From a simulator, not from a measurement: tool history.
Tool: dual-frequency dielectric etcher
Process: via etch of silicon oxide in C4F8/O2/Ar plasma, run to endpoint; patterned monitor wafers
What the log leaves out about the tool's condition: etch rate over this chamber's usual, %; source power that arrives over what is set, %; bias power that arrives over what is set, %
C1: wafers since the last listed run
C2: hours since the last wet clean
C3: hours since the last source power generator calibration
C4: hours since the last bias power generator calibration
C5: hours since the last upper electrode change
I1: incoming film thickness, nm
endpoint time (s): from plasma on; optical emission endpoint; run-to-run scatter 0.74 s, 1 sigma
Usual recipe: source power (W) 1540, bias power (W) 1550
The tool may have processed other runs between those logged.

run 1 day=0.000 | source_power_(W)=1540 bias_power_(W)=1550 | C1=0 C2=6.7 C3=1538.2 C4=3811.8 C5=2573.9 | I1=930.3 | endpoint_time_(s)=247.7
run 2 day=2.212 | source_power_(W)=1540 bias_power_(W)=1550 | C1=224 C2=59.8 C3=1591.3 C4=3864.9 C5=2627.0 | I1=926.2 | endpoint_time_(s)=245.5
run 3 day=3.446 | source_power_(W)=1540 bias_power_(W)=1550 | C1=124 C2=89.4 C3=1620.9 C4=3894.5 C5=2656.6 | I1=927.6 | endpoint_time_(s)=246.7
run 4 day=5.379 | source_power_(W)=1540 bias_power_(W)=1550 | C1=195 C2=135.8 C3=1667.3 C4=3940.9 C5=2703.0 | I1=924.0 | endpoint_time_(s)=247.6
run 5 day=6.762 | source_power_(W)=1540 bias_power_(W)=1550 | C1=140 C2=169.0 C3=1700.5 C4=3974.1 C5=2736.2 | I1=929.6 | endpoint_time_(s)=250.4
run 6 day=8.379 | source_power_(W)=1540 bias_power_(W)=1550 | C1=163 C2=207.8 C3=1739.3 C4=4012.9 C5=2775.0 | I1=934.1 | endpoint_time_(s)=250.3
run 7 day=15.225 | source_power_(W)=1540 bias_power_(W)=1550 | C1=693 C2=372.1 C3=1903.6 C4=4177.2 C5=2939.3 | I1=926.5 | endpoint_time_(s)=251.5
run 8 day=16.967 | source_power_(W)=1770 bias_power_(W)=1550 | C1=176 C2=413.9 C3=1945.4 C4=4219.0 C5=2981.1 | I1=921.8 | endpoint_time_(s)=238.5
run 9 day=18.542 | source_power_(W)=1540 bias_power_(W)=1550 | C1=159 C2=451.7 C3=1983.2 C4=4256.8 C5=3018.9 | I1=916.2 | endpoint_time_(s)=249.1
run 10 day=20.746 | source_power_(W)=1310 bias_power_(W)=1814 | C1=223 C2=504.6 C3=2036.1 C4=4309.7 C5=3071.8 | I1=929.3 | endpoint_time_(s)=251.8
-- day=22.583 upper electrode replaced
run 11 day=23.508 | source_power_(W)=1340 bias_power_(W)=1550 | C1=178 C2=570.9 C3=2102.4 C4=4376.0 C5=22.2 | I1=929.6 | endpoint_time_(s)=267.5
-- day=24.767 source power generator calibrated
-- day=24.954 wet clean of the chamber
run 12 day=26.396 | source_power_(W)=1540 bias_power_(W)=1550 | C1=256 C2=34.6 C3=39.1 C4=4445.3 C5=91.5 | I1=939.2 | endpoint_time_(s)=248.9
-- day=27.025 bias power generator calibrated
run 13 day=28.996 | source_power_(W)=1900 bias_power_(W)=1296 | C1=246 C2=97.0 C3=101.5 C4=47.3 C5=153.9 | I1=919.3 | endpoint_time_(s)=242.7
run 14 day=30.292 | source_power_(W)=1540 bias_power_(W)=1550 | C1=131 C2=128.1 C3=132.6 C4=78.4 C5=185.0 | I1=921.4 | endpoint_time_(s)=244.4
run 15 day=31.838 | source_power_(W)=1310 bias_power_(W)=1875 | C1=156 C2=165.2 C3=169.7 C4=115.5 C5=222.1 | I1=923.8 | endpoint_time_(s)=241.0
run 16 day=34.467 | source_power_(W)=1540 bias_power_(W)=1550 | C1=266 C2=228.3 C3=232.8 C4=178.6 C5=285.2 | I1=924.1 | endpoint_time_(s)=246.6
run 17 day=36.521 | source_power_(W)=1380 bias_power_(W)=1227 | C1=207 C2=277.6 C3=282.1 C4=227.9 C5=334.5 | I1=938.1 | endpoint_time_(s)=288.4
run 18 day=38.929 | source_power_(W)=1840 bias_power_(W)=1230 | C1=243 C2=335.4 C3=339.9 C4=285.7 C5=392.3 | I1=928.5 | endpoint_time_(s)=258.0

A few steps of endpoint time (s) between consecutive runs. Split each: what settings, incoming material and random variation would produce without the hidden state, and what is left over for the hidden state, along with gauge scatter present in only one of the two compared results (measured, and without hidden state):
Run 11 -> 12: source power (W) 1340 -> 1540, source power generator calibrated, wet clean of the chamber. endpoint time (s) -18.6: hidden state -8.9, all else -9.7.
Run 16 -> 17: source power (W) 1540 -> 1380, bias power (W) 1550 -> 1227. endpoint time (s) +41.8: hidden state +1.2, all else +40.6.

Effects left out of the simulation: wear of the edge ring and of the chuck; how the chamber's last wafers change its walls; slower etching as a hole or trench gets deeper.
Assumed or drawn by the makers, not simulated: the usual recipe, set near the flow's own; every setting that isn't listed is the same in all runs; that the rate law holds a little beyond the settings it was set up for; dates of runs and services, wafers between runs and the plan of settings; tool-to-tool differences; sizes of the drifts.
